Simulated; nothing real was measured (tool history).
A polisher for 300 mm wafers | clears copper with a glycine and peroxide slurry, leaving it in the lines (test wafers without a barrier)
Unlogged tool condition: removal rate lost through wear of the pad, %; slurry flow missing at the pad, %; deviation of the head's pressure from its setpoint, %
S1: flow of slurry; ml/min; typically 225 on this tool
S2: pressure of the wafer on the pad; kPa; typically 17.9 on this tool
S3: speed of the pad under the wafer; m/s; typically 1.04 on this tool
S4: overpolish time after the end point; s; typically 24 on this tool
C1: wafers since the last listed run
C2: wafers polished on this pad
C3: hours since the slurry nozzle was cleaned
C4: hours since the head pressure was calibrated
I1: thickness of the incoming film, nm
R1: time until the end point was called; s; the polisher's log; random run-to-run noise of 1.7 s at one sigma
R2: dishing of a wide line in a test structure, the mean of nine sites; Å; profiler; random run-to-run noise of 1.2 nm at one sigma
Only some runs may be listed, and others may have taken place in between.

Run 1, hour 0.0: usual settings; C1 0; C2 348; C3 172.4; C4 802.1; I1 674.7. Result: R1 149.9 s, R2 794 Å.
Run 2, hour 14.8: usual settings; C1 119; C2 468; C3 187.2; C4 816.9; I1 668.4. Result: R1 155.9 s, R2 791 Å.
Run 3, hour 23.2: usual settings; C1 67; C2 535; C3 195.6; C4 825.3; I1 695.8. Result: R1 160.7 s, R2 769 Å.
At hour 34.5: worn pad replaced by a new one.
Run 4, hour 35.0: usual settings but S1 245 ml/min, S3 0.82 m/s; C1 62; C2 4; C3 207.4; C4 837.1; I1 682.6. Result: R1 173.7 s, R2 732 Å.
Run 5, hour 41.8: usual settings but S1 245 ml/min, S3 0.82 m/s; C1 54; C2 59; C3 214.2; C4 843.9; I1 686.5. Result: R1 172.2 s, R2 726 Å.
Run 6, hour 50.2: usual settings but S1 245 ml/min, S3 0.82 m/s; C1 67; C2 126; C3 222.6; C4 852.3; I1 677.8. Result: R1 171.4 s, R2 715 Å.
Run 7, hour 62.2: usual settings but S3 0.78 m/s; C1 96; C2 223; C3 234.6; C4 864.3; I1 685.7. Result: R1 183.2 s, R2 694 Å.
Run 8, hour 75.9: usual settings; C1 110; C2 334; C3 248.3; C4 878.0; I1 677.6. Result: R1 152.3 s, R2 797 Å.
Run 9, hour 92.6: usual settings; C1 134; C2 469; C3 265.0; C4 894.7; I1 678.3. Result: R1 155.8 s, R2 778 Å.
Run 10, hour 101.1: usual settings but S4 34 s; C1 68; C2 538; C3 273.5; C4 903.2; I1 682.2. Result: R1 155.5 s, R2 1014 Å.
Run 11, hour 109.4: usual settings but S4 34 s; C1 67; C2 605; C3 281.8; C4 911.5; I1 679.9. Result: R1 160.8 s, R2 984 Å.
At hour 116.2: slurry nozzle cleaned.
At hour 125.5: worn pad replaced by a new one.
Run 12, hour 126.0: usual settings but S1 200 ml/min, S2 20.7 kPa, S3 1.24 m/s; C1 93; C2 4; C3 9.8; C4 928.1; I1 691.3. Result: R1 133.8 s, R2 888 Å.
Run 13, hour 175.7: usual settings but S2 24.1 kPa, S3 1.16 m/s; C1 401; C2 405; C3 59.5; C4 977.8; I1 684.4. Result: R1 125.7 s, R2 925 Å.

What will run 14 give?
Run 14, hour 187.1: usual settings but S2 13.1 kPa; C1 92; C2 497; C3 70.9; C4 989.2; I1 687.9. Result: R1 ?, R2 ?.

Run 14 measured R1 180.3 s, R2 681 Å.
On a tool with no hidden condition, and with the same random variation, this run would have come out at R1 173.1 s, R2 704 Å.
